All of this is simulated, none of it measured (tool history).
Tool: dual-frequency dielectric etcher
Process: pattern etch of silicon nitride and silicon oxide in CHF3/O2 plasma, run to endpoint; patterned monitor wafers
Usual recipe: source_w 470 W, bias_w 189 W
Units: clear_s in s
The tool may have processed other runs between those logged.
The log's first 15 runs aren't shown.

run	hour	source_w	bias_w	wafers since the last listed run	hours since the last wet clean	hours since the last source power generator calibration	hours since the last bias power generator calibration	hours since the last upper electrode change	incoming incoming film thickness, nm	clear_s
16	921.9	470	226	235	60.5	3266.6	290.4	158.6	252.5	176.5
17	954.4	520	158	245	93	3299.1	322.9	191.1	253.4	198
18	989.8	430	202	266	128.4	3334.5	358.3	226.5	253.6	189.2
# hour 1005.8: source power generator calibrated
19	1053.8	470	235	452	192.4	48	422.3	290.5	253.7	174.8
20	1087.2	350	189	251	225.8	81.4	455.7	323.9	253.6	203.3
21	1127.8	540	160	306	266.4	122	496.3	364.5	252.3	198.1
22	1179.5	470	189	389	318.1	173.7	548	416.2	252.1	190.7
# hour 1208: wet clean of the chamber
23	1214.8	500	189	85	6.8	209	583.3	451.5	253.4	183.6
24	1255.9	560	157	309	47.9	250.1	624.4	492.6	252.2	192.8
25	1318.5	400	157	472	110.5	312.7	687	555.2	255	212.5
26	1342.8	470	216	183	134.8	337	711.3	579.5	251.5	177
27	1393	350	145	378	185	387.2	761.5	629.7	255.8	228.6
28	1460.2	470	153	506	252.2	454.4	828.7	696.9	253	207.3
29	1520.1	470	158	451	312.1	514.3	888.6	756.8	251.7	205.7
30	1547.1	570	189	203	339.1	541.3	915.6	783.8	253.5	184.4
31	1571.4	570	235	183	363.4	565.6	939.9	808.1	255.3	169.5
# hour 1618.4: wet clean of the chamber
32	1618.9	470	189	177	0.5	613.1	987.4	855.6	253.9	186.6
33	1640.5	400	189	162	22.1	634.7	1009	877.2	252	193

Forecast each of these 5 alternatives for the next run:
A	1641	470	189	3	22.6	635.2	1009.5	877.7	256.4	?
B	1641	510	220	3	22.6	635.2	1009.5	877.7	256.4	?
C	1641	470	161	3	22.6	635.2	1009.5	877.7	256.4	?
D	1641	500	219	3	22.6	635.2	1009.5	877.7	256.4	?
E	1641	420	208	3	22.6	635.2	1009.5	877.7	256.4	?

run	clear_s
A	188.5
B	174.2
C	200.5
D	175.3
E	186.5
Without the tool's hidden state the same runs would have given:
run	clear_s
A	188
B	173.7
C	199.9
D	174.8
E	186
